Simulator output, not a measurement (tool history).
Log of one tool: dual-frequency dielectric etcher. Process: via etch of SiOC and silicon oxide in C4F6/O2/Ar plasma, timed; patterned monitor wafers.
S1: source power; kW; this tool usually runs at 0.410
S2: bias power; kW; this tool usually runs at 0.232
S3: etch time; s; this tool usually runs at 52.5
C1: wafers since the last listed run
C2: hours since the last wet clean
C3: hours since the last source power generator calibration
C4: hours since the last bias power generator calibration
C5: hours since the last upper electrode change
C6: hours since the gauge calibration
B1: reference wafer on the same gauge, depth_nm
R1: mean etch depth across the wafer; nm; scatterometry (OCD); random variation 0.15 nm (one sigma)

run    hour     S1     S2    S3    C1     C2      C3      C4      C5      C6    B1    R1
  1     0.0  0.410  0.232  52.5     0  243.2  2387.8  1041.5  3577.9   798.3  57.6  64.9
  2    48.9  0.410  0.232  52.5   659  292.1  2436.7  1090.4  3626.8   847.2  57.6  65.2
  3   151.5  0.410  0.232  52.5  1383  394.7  2539.3  1193.0  3729.4   949.8  57.6  64.4
      221.9  -- wet clean of the chamber
  4   222.4  0.410  0.232  52.5   632    0.5  2610.2  1263.9  3800.3  1020.7  57.6  65.8
  5   517.6  0.410  0.232  52.5  3981  295.7  2905.4  1559.1  4095.5  1315.9  57.6  65.0
  6   605.4  0.410  0.232  52.5  1184  383.5  2993.2  1646.9  4183.3  1403.7  57.6  64.7
      681.0  -- wet clean of the chamber
  7   683.8  0.410  0.232  52.5   733    2.8  3071.6  1725.3  4261.7  1482.1  57.6  65.8
      717.8  -- upper electrode replaced, of another model than before
  8   747.0  0.410  0.232  52.5   528   66.0  3134.8  1788.5    29.2  1545.3  57.6  65.5
  9   795.1  0.410  0.232  52.5   648  114.1  3182.9  1836.6    77.3  1593.4  57.6  65.6
      869.5  -- bias power generator calibrated
 10   898.7  0.410  0.232  52.5  1343  217.7  3286.5    29.2   180.9  1697.0  57.6  65.1
 11   988.7  0.410  0.232  52.5  1213  307.7  3376.5   119.2   270.9  1787.0  57.6  64.7
 12  1069.5  0.330  0.232  52.5  1089  388.5  3457.3   200.0   351.7  1867.8  57.6  59.4
 13  1147.2  0.330  0.232  52.5  1047  466.2  3535.0   277.7   429.4  1945.5  57.6  59.2
     1209.9  -- wet clean of the chamber
     1214.0  -- gauge calibrated
 14  1243.1  0.330  0.232  52.5   969   33.2  3630.9   373.6   525.3    29.1  57.6  60.3
 15  1285.5  0.450  0.232  52.5   571   75.6  3673.3   416.0   567.7    71.5  57.6  68.2
 16  1385.1  0.410  0.191  43.5  1343  175.2  3772.9   515.6   667.3   171.1  57.6  48.9
 17  1433.7  0.340  0.232  41.0   655  223.8  3821.5   564.2   715.9   219.7  57.6  47.4
 18  1486.8  0.340  0.232  52.5   716  276.9  3874.6   617.3   769.0   272.8  57.6  60.3
     1516.3  -- source power generator calibrated
 19  1527.5  0.410  0.232  52.5   494  317.6    11.2   658.0   809.7   313.5  57.6  64.7
 20  1581.0  0.470  0.257  63.0   721  371.1    64.7   711.5   863.2   367.0  57.6  86.1
 21  1666.2  0.340  0.232  52.5  1149  456.3   149.9   796.7   948.4   452.2  57.6  59.8
     1725.8  -- wet clean of the chamber
 22  1726.9  0.410  0.266  38.5   494    1.1   210.6   857.4  1009.1   512.9  57.6  51.9
 23  1820.0  0.480  0.182  61.0  1255   94.2   303.7   950.5  1102.2   606.0  57.6  71.1

What does the tool deliver on the next run?
 24  1920.3  0.410  0.276  43.0  1352  194.5  404.0  1050.8  1202.5  706.3   ?   ?

Run 24 came out at B1 57.6, R1 58.4 nm.
Take away the tool's hidden state, keep the run-to-run variation as it was, and the same run would have given R1 58.9 nm.

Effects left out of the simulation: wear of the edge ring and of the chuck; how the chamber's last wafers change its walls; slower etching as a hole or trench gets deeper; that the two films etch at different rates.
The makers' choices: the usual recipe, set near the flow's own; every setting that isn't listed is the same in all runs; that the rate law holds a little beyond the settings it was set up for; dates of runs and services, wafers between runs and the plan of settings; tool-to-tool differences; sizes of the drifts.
